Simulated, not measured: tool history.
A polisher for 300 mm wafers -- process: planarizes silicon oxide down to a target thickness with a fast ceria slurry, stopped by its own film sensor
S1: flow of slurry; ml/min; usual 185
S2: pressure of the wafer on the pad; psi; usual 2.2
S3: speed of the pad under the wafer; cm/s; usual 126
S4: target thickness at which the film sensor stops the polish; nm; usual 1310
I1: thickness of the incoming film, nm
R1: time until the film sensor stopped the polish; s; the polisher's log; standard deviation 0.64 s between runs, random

run,hour,S1,S2,S3,S4,I1,R1
1,0,185,2.2,126,1310,1997.7,42
2,92.2,185,2.2,126,1310,2059.4,46.3
3,185.7,185,2.2,140,1501,2042.2,30.8
4,292,185,2.2,114,1310,2028.9,54.1
# hour 314.3: slurry nozzle cleaned
# hour 328.5: worn pad replaced by a new one
5,334.9,185,2.2,114,1310,2024.4,52.1
# hour 338.8: head pressure recalibrated
6,611.3,185,2.2,114,1310,2031.2,48.2
7,657.9,185,2.2,108,1310,2013.6,49.9
8,703.5,185,2.2,108,1310,2038.6,51.2
# hour 722.8: worn pad replaced by a new one
# hour 730.1: slurry nozzle cleaned
# hour 968.9: head pressure recalibrated
9,1014.5,185,2.2,126,1310,2061.8,45.6
10,1078.7,185,2.2,126,1310,2079.9,46.5
# hour 1119.3: slurry nozzle cleaned
11,1157.2,185,2.2,126,1310,2063.5,46.2
# hour 1164.5: worn pad replaced by a new one
12,1250,185,2.2,126,1468,2015.5,33.2
13,1324.4,185,2.2,114,1310,2046.2,50.4
14,1409.7,185,2.2,126,1310,2045.4,47.3
15,1472.3,220,2.8,126,1428,2067.8,31.1
# hour 1521.9: worn pad replaced by a new one
16,1539.3,210,2.2,126,1310,2078.9,48.8
# hour 1555.3: slurry nozzle cleaned
# hour 1568: head pressure recalibrated
17,1600.5,185,1.8,126,1065,2019.2,66.6
18,1652.1,185,2.2,126,1310,2034.1,41.7
19,1690.2,140,1.5,112,1310,2035.6,70.7
20,1789.7,150,2.8,90,1555,2023.4,31
# hour 1868.8: worn pad replaced by a new one
21,1892.8,185,2.2,126,1310,2040.1,43
# hour 1982.6: slurry nozzle cleaned
22,1994.5,185,2.2,126,1449,1997.5,32.9

Branching from run 22: 4 alternative next runs. What would each branch give?
A,1994.9,185,2.2,126,1310,2010.7,?
B,1994.9,135,2.2,142,1166,2010.7,?
C,1994.9,250,1.6,114,1547,2010.7,?
D,1994.9,185,2.2,142,1310,2010.7,?

run,R1
A,42.2
B,46.4
C,41.4
D,37.4
Take away the tool's hidden state, keep each run's random variation, and the runs would have read:
run,R1
A,41.7
B,45.8
C,40.9
D,37
